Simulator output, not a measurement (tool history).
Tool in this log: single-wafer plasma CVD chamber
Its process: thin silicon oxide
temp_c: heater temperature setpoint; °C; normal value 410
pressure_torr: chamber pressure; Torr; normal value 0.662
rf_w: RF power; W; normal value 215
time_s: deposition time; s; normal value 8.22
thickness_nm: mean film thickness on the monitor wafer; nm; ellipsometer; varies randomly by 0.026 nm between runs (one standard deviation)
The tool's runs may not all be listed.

run	hour	temp_c	pressure_torr	rf_w	time_s	read-back reference wafer on the same gauge, thickness_nm	thickness_nm
1	0.0	401	0.662	215	7.44	12.410	10.020
2	9.8	410	0.662	215	8.22	12.398	11.008
# hour 28.0: thermocouple changed; heater temperature recalibrated
3	28.5	410	0.662	215	8.22	12.391	10.928
4	35.7	410	0.662	215	8.22	12.410	11.013
5	43.0	420	0.662	190	8.22	12.384	10.007
6	55.8	420	0.662	190	8.22	12.397	10.043
7	73.8	420	0.662	190	8.22	12.397	9.983
# hour 84.6: RF generator calibrated
8	88.0	410	0.731	215	8.22	12.412	12.330
9	101.2	410	0.731	215	8.22	12.418	12.342
10	109.9	416	0.662	245	8.22	12.384	12.370
# hour 113.0: gauge calibrated
# hour 132.9: capacitance manometer re-zeroed and calibrated
11	133.4	414	0.566	170	6.61	12.382	6.750
12	140.9	410	0.662	215	8.22	12.402	11.118
13	156.5	416	0.662	215	9.74	12.393	13.051
# hour 169.7: showerhead replaced
14	170.2	410	0.662	215	9.12	12.406	12.259
15	185.1	421	0.662	215	8.22	12.403	11.016
16	191.4	410	0.519	215	8.22	12.408	9.386
17	205.9	420	0.662	215	8.22	12.400	10.988
18	214.2	405	0.662	215	8.22	12.393	11.139
19	231.5	403	0.662	245	8.93	12.396	13.044
20	244.8	410	0.507	215	9.29	12.402	10.356
21	259.1	410	0.662	215	8.22	12.409	11.087
22	266.4	410	0.662	215	9.85	12.407	13.159
23	280.5	410	0.731	215	8.22	12.394	11.854
24	297.4	410	0.662	255	8.22	12.405	12.273
25	314.5	410	0.516	215	8.22	12.399	9.348
26	321.9	410	0.662	215	8.22	12.412	11.025
27	356.0	410	0.706	215	8.22	12.407	11.531
28	372.3	399	0.662	225	8.22	12.401	11.475
29	384.7	395	0.766	215	8.22	12.389	12.387
30	394.6	410	0.662	215	8.22	12.400	10.970

Exercise: give the hidden state of the tool at every run:
wafer temperature above the value expected at the setpoint (K): 0 in every run
gauge reads high (%): 0 in every run
H1: delivered RF power above the setpoint (%)
H2: true pressure above the setpoint (%)
run	H1	H2
1	-8.63	4.97
2	-8.63	5.01
3	-8.65	5.1
4	-8.65	5.13
5	-8.66	5.16
6	-8.67	5.22
7	-8.68	5.3
8	-2.1	5.36
9	-2.24	5.42
10	-2.33	5.45
11	-2.57	0.266
12	-2.65	0.299
13	-2.8	0.368
14	-2.93	0.428
15	-3.07	0.494
16	-3.13	0.522
17	-3.27	0.586
18	-3.34	0.622
19	-3.5	0.699
20	-3.61	0.757
21	-3.74	0.82
22	-3.8	0.853
23	-3.92	0.915
24	-4.06	0.989
25	-4.19	1.06
26	-4.25	1.1
27	-4.52	1.25
28	-4.64	1.32
29	-4.73	1.37
30	-4.8	1.42
